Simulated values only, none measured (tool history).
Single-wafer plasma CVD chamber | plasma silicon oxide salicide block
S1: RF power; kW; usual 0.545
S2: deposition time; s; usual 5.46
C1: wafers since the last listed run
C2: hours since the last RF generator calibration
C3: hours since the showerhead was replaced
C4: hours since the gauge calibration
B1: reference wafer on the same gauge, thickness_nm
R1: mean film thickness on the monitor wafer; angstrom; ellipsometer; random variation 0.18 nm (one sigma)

run,hour,S1,S2,C1,C2,C3,C4,B1,R1
1,0.0,0.545,5.46,0,1106.4,2656.5,830.8,52.955,493.29
2,62.7,0.500,5.46,1251,1169.1,2719.2,893.5,52.992,485.06
3,124.8,0.545,5.46,1239,1231.2,2781.3,955.6,53.041,494.20
4,174.5,0.545,5.46,991,1280.9,2831.0,1005.3,52.977,492.69
5,228.4,0.545,5.97,1075,1334.8,2884.9,1059.2,52.987,538.22
6,283.9,0.545,5.97,1107,1390.3,2940.4,1114.7,53.016,533.55
7,341.3,0.545,5.97,1145,1447.7,2997.8,1172.1,52.973,538.68
8,395.9,0.580,6.09,1089,1502.3,3052.4,1226.7,53.003,553.54
9,433.9,0.580,6.09,758,1540.3,3090.4,1264.7,53.029,555.37
# hour 616.9: RF generator calibrated
10,632.9,0.580,6.09,3811,16.0,3289.4,1463.7,53.021,565.97
11,668.8,0.545,5.46,716,51.9,3325.3,1499.6,53.011,499.35
# hour 802.0: showerhead replaced
12,808.1,0.575,5.46,2620,191.2,6.1,1638.9,52.953,505.79
13,841.1,0.575,5.46,658,224.2,39.1,1671.9,52.996,504.88
14,866.1,0.510,5.77,498,249.2,64.1,1696.9,52.976,516.26
15,893.5,0.510,5.77,546,276.6,91.5,1724.3,53.031,516.53
16,951.8,0.515,4.43,1163,334.9,149.8,1782.6,52.928,399.82
17,990.3,0.545,5.46,768,373.4,188.3,1821.1,52.979,495.72
18,1111.8,0.615,5.46,2424,494.9,309.8,1942.6,52.938,510.94
19,1146.9,0.500,5.96,700,530.0,344.9,1977.7,52.993,530.98
# hour 1167.0: gauge calibrated
20,1177.2,0.480,5.02,604,560.3,375.2,10.2,52.935,445.10
21,1223.1,0.545,5.46,916,606.2,421.1,56.1,52.991,497.69
22,1288.5,0.515,5.77,1305,671.6,486.5,121.5,52.994,515.78
23,1352.3,0.545,5.46,1273,735.4,550.3,185.3,53.010,494.87
24,1392.5,0.545,4.40,802,775.6,590.5,225.5,53.029,399.31
25,1425.4,0.545,5.46,656,808.5,623.4,258.4,53.002,495.07
26,1449.5,0.500,5.46,480,832.6,647.5,282.5,53.002,488.36
27,1502.8,0.510,6.20,1063,885.9,700.8,335.8,52.960,555.09
28,1527.3,0.545,4.80,488,910.4,725.3,360.3,53.030,433.36
29,1580.6,0.545,5.87,1063,963.7,778.6,413.6,53.025,531.82
30,1641.4,0.600,4.89,1213,1024.5,839.4,474.4,53.031,451.91

What the log doesn't show, run by run:
gauge reads high (%): 0 in every run
H1: delivered RF power above the setpoint (%)
run,H1
1,-6.59
2,-6.92
3,-7.26
4,-7.52
5,-7.81
6,-8.1
7,-8.41
8,-8.7
9,-8.9
10,-0.682
11,-0.873
12,-1.62
13,-1.79
14,-1.92
15,-2.07
16,-2.38
17,-2.59
18,-3.23
19,-3.42
20,-3.58
21,-3.83
22,-4.17
23,-4.51
24,-4.73
25,-4.9
26,-5.03
27,-5.32
28,-5.45
29,-5.73
30,-6.05
